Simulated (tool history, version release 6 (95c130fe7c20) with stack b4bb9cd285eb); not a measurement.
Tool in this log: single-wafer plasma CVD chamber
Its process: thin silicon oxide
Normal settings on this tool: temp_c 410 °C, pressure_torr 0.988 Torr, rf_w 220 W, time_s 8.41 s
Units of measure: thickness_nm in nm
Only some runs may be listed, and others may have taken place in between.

| run | hour | temp_c | pressure_torr | rf_w | time_s | read-back reference wafer on the same gauge, thickness_nm | thickness_nm |
|---|---|---|---|---|---|---|---|
| 1 | 0.0 | 410 | 0.988 | 220 | 8.41 | 18.103 | 16.492 |
| 2 | 15.8 | 410 | 0.988 | 220 | 8.41 | 18.095 | 16.585 |
| 3 | 23.9 | 410 | 0.988 | 220 | 8.41 | 18.085 | 16.528 |
| 4 | 32.9 | 410 | 0.988 | 220 | 8.41 | 18.117 | 16.500 |
| 5 | 45.7 | 410 | 0.988 | 220 | 8.41 | 18.107 | 16.584 |
| 6 | 52.3 | 410 | 0.988 | 220 | 8.41 | 18.078 | 16.599 |
| 7 | 65.7 | 410 | 0.988 | 220 | 8.41 | 18.109 | 16.528 |
|  | 83.4 | RF generator calibrated |
|  | 84.1 | showerhead replaced |
|  | 84.3 | thermocouple changed; heater temperature recalibrated |
| 8 | 84.8 | 410 | 0.988 | 220 | 8.41 | 18.108 | 16.611 |
| 9 | 120.7 | 410 | 0.988 | 220 | 8.41 | 18.078 | 16.547 |
| 10 | 128.1 | 400 | 0.988 | 220 | 8.41 | 18.122 | 16.677 |
| 11 | 139.0 | 410 | 1.054 | 220 | 7.10 | 18.112 | 14.481 |
| 12 | 152.6 | 410 | 0.988 | 220 | 8.41 | 18.098 | 16.568 |
| 13 | 165.5 | 410 | 0.988 | 195 | 9.28 | 18.095 | 16.898 |
| 14 | 177.5 | 410 | 0.988 | 220 | 8.41 | 18.103 | 16.585 |
|  | 181.0 | gauge calibrated |
| 15 | 188.5 | 404 | 1.058 | 220 | 8.41 | 18.088 | 17.232 |
| 16 | 200.8 | 410 | 1.058 | 220 | 7.85 | 18.090 | 16.127 |
| 17 | 214.4 | 410 | 0.988 | 220 | 9.35 | 18.085 | 18.531 |
| 18 | 223.6 | 410 | 0.988 | 220 | 8.41 | 18.128 | 16.671 |
| 19 | 241.4 | 425 | 0.988 | 180 | 8.41 | 18.086 | 14.448 |
|  | 250.9 | capacitance manometer re-zeroed and calibrated |
| 20 | 254.3 | 417 | 0.760 | 200 | 8.41 | 18.102 | 12.297 |
| 21 | 271.2 | 410 | 0.988 | 220 | 8.41 | 18.123 | 15.895 |
| 22 | 286.8 | 410 | 1.176 | 220 | 8.41 | 18.103 | 17.757 |
| 23 | 304.3 | 417 | 0.760 | 200 | 8.41 | 18.134 | 12.370 |
| 24 | 318.0 | 410 | 0.988 | 180 | 9.88 | 18.095 | 16.431 |
| 25 | 335.3 | 415 | 0.988 | 220 | 8.41 | 18.080 | 15.922 |
| 26 | 351.4 | 423 | 0.988 | 255 | 9.59 | 18.117 | 19.617 |
| 27 | 362.9 | 410 | 0.988 | 220 | 8.41 | 18.085 | 15.861 |
| 28 | 377.3 | 403 | 0.988 | 220 | 9.29 | 18.108 | 17.719 |

What if the next run were any one of these 5? Each begins from the tool's condition after run 28:
| A | 377.7 | 410 | 1.129 | 220 | 8.41 | ? | ? |
| B | 377.7 | 410 | 0.988 | 175 | 8.41 | ? | ? |
| C | 377.7 | 399 | 0.988 | 250 | 7.96 | ? | ? |
| D | 377.7 | 416 | 1.117 | 235 | 6.83 | ? | ? |
| E | 377.7 | 410 | 0.988 | 220 | 9.81 | ? | ? |

| run | read-back reference wafer on the same gauge, thickness_nm | thickness_nm |
|---|---|---|
| A | 18.106 | 17.289 |
| B | 18.106 | 13.725 |
| C | 18.106 | 16.369 |
| D | 18.106 | 14.456 |
| E | 18.106 | 18.616 |
Without the tool's hidden state the same runs would have given:
| run | thickness_nm |
|---|---|
| A | 17.163 |
| B | 13.624 |
| C | 16.249 |
| D | 14.351 |
| E | 18.480 |

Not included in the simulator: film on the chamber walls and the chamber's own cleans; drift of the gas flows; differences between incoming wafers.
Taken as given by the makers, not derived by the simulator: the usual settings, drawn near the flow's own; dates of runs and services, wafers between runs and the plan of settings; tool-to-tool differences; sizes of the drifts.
